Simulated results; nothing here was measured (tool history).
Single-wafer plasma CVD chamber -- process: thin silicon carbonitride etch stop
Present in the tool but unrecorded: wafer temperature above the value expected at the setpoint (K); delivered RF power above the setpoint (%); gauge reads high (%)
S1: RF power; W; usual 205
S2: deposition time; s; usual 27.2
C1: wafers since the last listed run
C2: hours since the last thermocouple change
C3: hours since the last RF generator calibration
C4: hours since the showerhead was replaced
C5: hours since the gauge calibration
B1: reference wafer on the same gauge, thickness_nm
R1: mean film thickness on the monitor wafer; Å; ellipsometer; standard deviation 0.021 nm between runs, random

run,hour,S1,S2,C1,C2,C3,C4,C5,B1,R1
1,0.0,205,24.5,0,1863.8,1512.9,7593.8,55.2,11.653,128.98
2,10.9,205,24.5,312,1874.7,1523.8,7604.7,66.1,11.660,129.77
3,21.8,205,24.5,312,1885.6,1534.7,7615.6,77.0,11.661,129.17
4,38.3,185,23.9,472,1902.1,1551.2,7632.1,93.5,11.671,123.66
5,55.0,185,23.9,478,1918.8,1567.9,7648.8,110.2,11.685,123.49
6,63.9,205,27.2,254,1927.7,1576.8,7657.7,119.1,11.689,143.80
7,81.3,205,27.2,498,1945.1,1594.2,7675.1,136.5,11.698,143.99
8,90.3,205,27.2,257,1954.1,1603.2,7684.1,145.5,11.692,143.97
9,98.7,180,27.2,240,1962.5,1611.6,7692.5,153.9,11.695,140.07
10,111.1,180,27.2,355,1974.9,1624.0,7704.9,166.3,11.699,140.51
# hour 123.9: showerhead replaced
# hour 129.2: RF generator calibrated
11,129.7,180,27.2,153,1993.5,0.5,5.8,184.9,11.700,140.32
12,130.0,240,29.5,8,1993.8,0.8,6.1,185.2,11.704,161.57
13,141.4,205,27.2,326,2005.2,12.2,17.5,196.6,11.709,144.04
# hour 163.2: thermocouple changed; heater temperature recalibrated
14,163.7,225,23.7,409,0.5,34.5,39.8,218.9,11.711,128.04
15,174.2,205,27.2,300,11.0,45.0,50.3,229.4,11.713,144.13
# hour 183.0: gauge calibrated
16,190.3,190,22.6,461,27.1,61.1,66.4,7.3,11.602,116.88
17,197.0,230,27.2,191,33.8,67.8,73.1,14.0,11.610,146.51
18,205.5,240,22.5,243,42.3,76.3,81.6,22.5,11.621,122.64
19,217.5,205,29.7,343,54.3,88.3,93.6,34.5,11.633,156.40
20,225.9,225,23.8,240,62.7,96.7,102.0,42.9,11.635,127.63
21,279.5,230,25.2,1535,116.3,150.3,155.6,96.5,11.673,136.41
22,297.5,205,27.2,515,134.3,168.3,173.6,114.5,11.675,143.68

Predict each of these 5 candidate next runs independently; none follows another, all start after run 22:
A,297.9,235,27.2,11,134.7,168.7,174.0,114.9,?,?
B,297.9,165,24.7,11,134.7,168.7,174.0,114.9,?,?
C,297.9,230,21.8,11,134.7,168.7,174.0,114.9,?,?
D,297.9,175,24.6,11,134.7,168.7,174.0,114.9,?,?
E,297.9,205,32.4,11,134.7,168.7,174.0,114.9,?,?

run,B1,R1
A,11.682,148.16
B,11.682,125.29
C,11.682,118.20
D,11.682,126.20
E,11.682,171.53
The same runs, with their run-to-run variation unchanged, on a tool lacking any hidden condition would have given:
run,R1
A,147.16
B,124.45
C,117.41
D,125.35
E,170.38
